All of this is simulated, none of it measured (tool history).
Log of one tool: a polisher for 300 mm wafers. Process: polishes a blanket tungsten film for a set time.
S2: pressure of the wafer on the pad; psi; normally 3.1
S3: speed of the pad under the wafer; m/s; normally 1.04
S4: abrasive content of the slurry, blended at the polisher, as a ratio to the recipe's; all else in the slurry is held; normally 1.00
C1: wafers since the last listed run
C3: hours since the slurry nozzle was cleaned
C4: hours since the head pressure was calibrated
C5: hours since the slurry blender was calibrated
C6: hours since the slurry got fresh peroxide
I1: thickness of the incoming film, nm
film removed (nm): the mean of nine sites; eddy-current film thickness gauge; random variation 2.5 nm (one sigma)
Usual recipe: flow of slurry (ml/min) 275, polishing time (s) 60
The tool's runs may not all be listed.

{"run": 1, "hour": 0.0, "flow of slurry (ml/min)": 275, "S2": 3.1, "S3": 1.04, "S4": 1.0, "polishing time (s)": 60, "C1": 0, "wafers polished on this pad": 195, "C3": 527.1, "C4": 639.8, "C5": 236.6, "C6": 15.5, "I1": 1450.4, "film removed (nm)": 192.0}
{"run": 2, "hour": 11.6, "flow of slurry (ml/min)": 275, "S2": 3.1, "S3": 1.04, "S4": 1.0, "polishing time (s)": 69, "C1": 112, "wafers polished on this pad": 308, "C3": 538.7, "C4": 651.4, "C5": 248.2, "C6": 27.1, "I1": 1481.3, "film removed (nm)": 209.0}
{"run": 3, "hour": 22.6, "flow of slurry (ml/min)": 275, "S2": 3.1, "S3": 1.04, "S4": 1.0, "polishing time (s)": 69, "C1": 106, "wafers polished on this pad": 414, "C3": 549.7, "C4": 662.4, "C5": 259.2, "C6": 38.1, "I1": 1490.0, "film removed (nm)": 208.2}
{"run": 4, "hour": 32.8, "flow of slurry (ml/min)": 275, "S2": 3.1, "S3": 1.04, "S4": 1.0, "polishing time (s)": 69, "C1": 98, "wafers polished on this pad": 513, "C3": 559.9, "C4": 672.6, "C5": 269.4, "C6": 48.3, "I1": 1498.6, "film removed (nm)": 207.8}
{"hour": 42.6, "done": "worn pad replaced by a new one"}
{"run": 5, "hour": 43.3, "flow of slurry (ml/min)": 275, "S2": 2.3, "S3": 1.04, "S4": 1.0, "polishing time (s)": 60, "C1": 63, "wafers polished on this pad": 6, "C3": 570.4, "C4": 683.1, "C5": 279.9, "C6": 58.8, "I1": 1457.4, "film removed (nm)": 133.9}
{"run": 6, "hour": 56.7, "flow of slurry (ml/min)": 275, "S2": 2.3, "S3": 1.04, "S4": 1.0, "polishing time (s)": 60, "C1": 129, "wafers polished on this pad": 136, "C3": 583.8, "C4": 696.5, "C5": 293.3, "C6": 72.2, "I1": 1460.0, "film removed (nm)": 134.0}
{"hour": 57.9, "done": "slurry tank refilled with fresh slurry and peroxide"}
{"run": 7, "hour": 69.0, "flow of slurry (ml/min)": 275, "S2": 2.3, "S3": 1.04, "S4": 1.0, "polishing time (s)": 60, "C1": 109, "wafers polished on this pad": 246, "C3": 596.1, "C4": 708.8, "C5": 305.6, "C6": 11.1, "I1": 1499.0, "film removed (nm)": 148.7}
{"run": 8, "hour": 76.0, "flow of slurry (ml/min)": 275, "S2": 3.1, "S3": 0.84, "S4": 1.0, "polishing time (s)": 60, "C1": 67, "wafers polished on this pad": 314, "C3": 603.1, "C4": 715.8, "C5": 312.6, "C6": 18.1, "I1": 1466.7, "film removed (nm)": 152.2}
{"hour": 88.2, "done": "slurry nozzle cleaned"}
{"run": 9, "hour": 88.7, "flow of slurry (ml/min)": 275, "S2": 3.1, "S3": 0.84, "S4": 1.0, "polishing time (s)": 60, "C1": 113, "wafers polished on this pad": 427, "C3": 0.5, "C4": 728.5, "C5": 325.3, "C6": 30.8, "I1": 1473.3, "film removed (nm)": 148.5}
{"run": 10, "hour": 101.9, "flow of slurry (ml/min)": 275, "S2": 3.1, "S3": 0.84, "S4": 1.0, "polishing time (s)": 60, "C1": 127, "wafers polished on this pad": 555, "C3": 13.7, "C4": 741.7, "C5": 338.5, "C6": 44.0, "I1": 1468.4, "film removed (nm)": 149.0}
{"hour": 114.6, "done": "head pressure recalibrated"}
{"hour": 121.6, "done": "worn pad replaced by a new one"}
{"run": 11, "hour": 122.1, "flow of slurry (ml/min)": 275, "S2": 3.1, "S3": 1.04, "S4": 1.0, "polishing time (s)": 60, "C1": 137, "wafers polished on this pad": 5, "C3": 33.9, "C4": 7.5, "C5": 358.7, "C6": 64.2, "I1": 1483.2, "film removed (nm)": 177.6}
{"run": 12, "hour": 130.7, "flow of slurry (ml/min)": 275, "S2": 3.1, "S3": 1.04, "S4": 1.0, "polishing time (s)": 60, "C1": 83, "wafers polished on this pad": 88, "C3": 42.5, "C4": 16.1, "C5": 367.3, "C6": 72.8, "I1": 1464.3, "film removed (nm)": 175.6}
{"hour": 132.1, "done": "slurry tank refilled with fresh slurry and peroxide"}
{"run": 13, "hour": 141.8, "flow of slurry (ml/min)": 275, "S2": 3.1, "S3": 1.04, "S4": 1.0, "polishing time (s)": 60, "C1": 97, "wafers polished on this pad": 186, "C3": 53.6, "C4": 27.2, "C5": 378.4, "C6": 9.7, "I1": 1460.5, "film removed (nm)": 191.2}
{"run": 14, "hour": 151.0, "flow of slurry (ml/min)": 275, "S2": 3.6, "S3": 1.04, "S4": 1.2, "polishing time (s)": 60, "C1": 89, "wafers polished on this pad": 275, "C3": 62.8, "C4": 36.4, "C5": 387.6, "C6": 18.9, "I1": 1443.6, "film removed (nm)": 223.5}
{"run": 15, "hour": 167.3, "flow of slurry (ml/min)": 275, "S2": 3.1, "S3": 1.04, "S4": 1.0, "polishing time (s)": 60, "C1": 158, "wafers polished on this pad": 433, "C3": 79.1, "C4": 52.7, "C5": 403.9, "C6": 35.2, "I1": 1476.5, "film removed (nm)": 172.4}
{"run": 16, "hour": 173.9, "flow of slurry (ml/min)": 275, "S2": 3.1, "S3": 1.04, "S4": 0.8, "polishing time (s)": 60, "C1": 63, "wafers polished on this pad": 497, "C3": 85.7, "C4": 59.3, "C5": 410.5, "C6": 41.8, "I1": 1455.3, "film removed (nm)": 167.3}
{"hour": 186.1, "done": "slurry blender recalibrated"}
{"run": 17, "hour": 186.5, "flow of slurry (ml/min)": 275, "S2": 3.1, "S3": 1.04, "S4": 1.0, "polishing time (s)": 60, "C1": 102, "wafers polished on this pad": 600, "C3": 98.3, "C4": 71.9, "C5": 0.4, "C6": 54.4, "I1": 1462.2, "film removed (nm)": 171.6}
{"hour": 192.6, "done": "worn pad replaced by a new one"}
{"run": 18, "hour": 203.7, "flow of slurry (ml/min)": 275, "S2": 3.1, "S3": 0.8, "S4": 1.0, "polishing time (s)": 60, "C1": 127, "wafers polished on this pad": 107, "C3": 115.5, "C4": 89.1, "C5": 17.6, "C6": 71.6, "I1": 1461.0, "film removed (nm)": 128.8}
{"hour": 207.8, "done": "slurry tank refilled with fresh slurry and peroxide"}
{"run": 19, "hour": 215.9, "flow of slurry (ml/min)": 275, "S2": 3.1, "S3": 1.04, "S4": 1.25, "polishing time (s)": 60, "C1": 108, "wafers polished on this pad": 216, "C3": 127.7, "C4": 101.3, "C5": 29.8, "C6": 8.1, "I1": 1456.1, "film removed (nm)": 205.6}
{"run": 20, "hour": 230.4, "flow of slurry (ml/min)": 340, "S2": 3.1, "S3": 1.04, "S4": 1.0, "polishing time (s)": 60, "C1": 140, "wafers polished on this pad": 356, "C3": 142.2, "C4": 115.8, "C5": 44.3, "C6": 22.6, "I1": 1454.3, "film removed (nm)": 189.2}
{"run": 21, "hour": 239.0, "flow of slurry (ml/min)": 230, "S2": 4.0, "S3": 1.04, "S4": 1.0, "polishing time (s)": 60, "C1": 83, "wafers polished on this pad": 439, "C3": 150.8, "C4": 124.4, "C5": 52.9, "C6": 31.2, "I1": 1454.3, "film removed (nm)": 227.1}
{"run": 22, "hour": 250.4, "flow of slurry (ml/min)": 195, "S2": 2.1, "S3": 1.26, "S4": 1.0, "polishing time (s)": 60, "C1": 110, "wafers polished on this pad": 550, "C3": 162.2, "C4": 135.8, "C5": 64.3, "C6": 42.6, "I1": 1486.0, "film removed (nm)": 145.5}
{"run": 23, "hour": 265.5, "flow of slurry (ml/min)": 275, "S2": 3.1, "S3": 1.04, "S4": 1.0, "polishing time (s)": 60, "C1": 146, "wafers polished on this pad": 696, "C3": 177.3, "C4": 150.9, "C5": 79.4, "C6": 57.7, "I1": 1472.3, "film removed (nm)": 176.1}
{"hour": 273.1, "done": "worn pad replaced by a new one"}
{"run": 24, "hour": 274.4, "flow of slurry (ml/min)": 275, "S2": 3.6, "S3": 1.04, "S4": 1.0, "polishing time (s)": 69, "C1": 47, "wafers polished on this pad": 12, "C3": 186.2, "C4": 159.8, "C5": 88.3, "C6": 66.6, "I1": 1469.8, "film removed (nm)": 228.1}
{"run": 25, "hour": 285.9, "flow of slurry (ml/min)": 275, "S2": 3.1, "S3": 1.04, "S4": 1.0, "polishing time (s)": 60, "C1": 111, "wafers polished on this pad": 124, "C3": 197.7, "C4": 171.3, "C5": 99.8, "C6": 78.1, "I1": 1468.6, "film removed (nm)": 171.1}

3 ways to go on from here, each from the tool as it stands after run 25. What would each give?
{"run": "A", "hour": 286.3, "flow of slurry (ml/min)": 275, "S2": 2.7, "S3": 1.04, "S4": 1.0, "polishing time (s)": 60, "C1": 3, "wafers polished on this pad": 128, "C3": 198.1, "C4": 171.7, "C5": 100.2, "C6": 78.5, "I1": 1459.1, "film removed (nm)": "?"}
{"run": "B", "hour": 286.3, "flow of slurry (ml/min)": 205, "S2": 3.1, "S3": 1.04, "S4": 1.0, "polishing time (s)": 60, "C1": 3, "wafers polished on this pad": 128, "C3": 198.1, "C4": 171.7, "C5": 100.2, "C6": 78.5, "I1": 1459.1, "film removed (nm)": "?"}
{"run": "C", "hour": 286.3, "flow of slurry (ml/min)": 350, "S2": 3.1, "S3": 0.78, "S4": 1.0, "polishing time (s)": 60, "C1": 3, "wafers polished on this pad": 128, "C3": 198.1, "C4": 171.7, "C5": 100.2, "C6": 78.5, "I1": 1459.1, "film removed (nm)": "?"}

run=A film_removed_(nm)=153.4
run=B film_removed_(nm)=168.8
run=C film_removed_(nm)=133.3
Without the tool's hidden state the same runs would have given:
run=A film_removed_(nm)=184.0
run=B film_removed_(nm)=202.5
run=C film_removed_(nm)=159.9
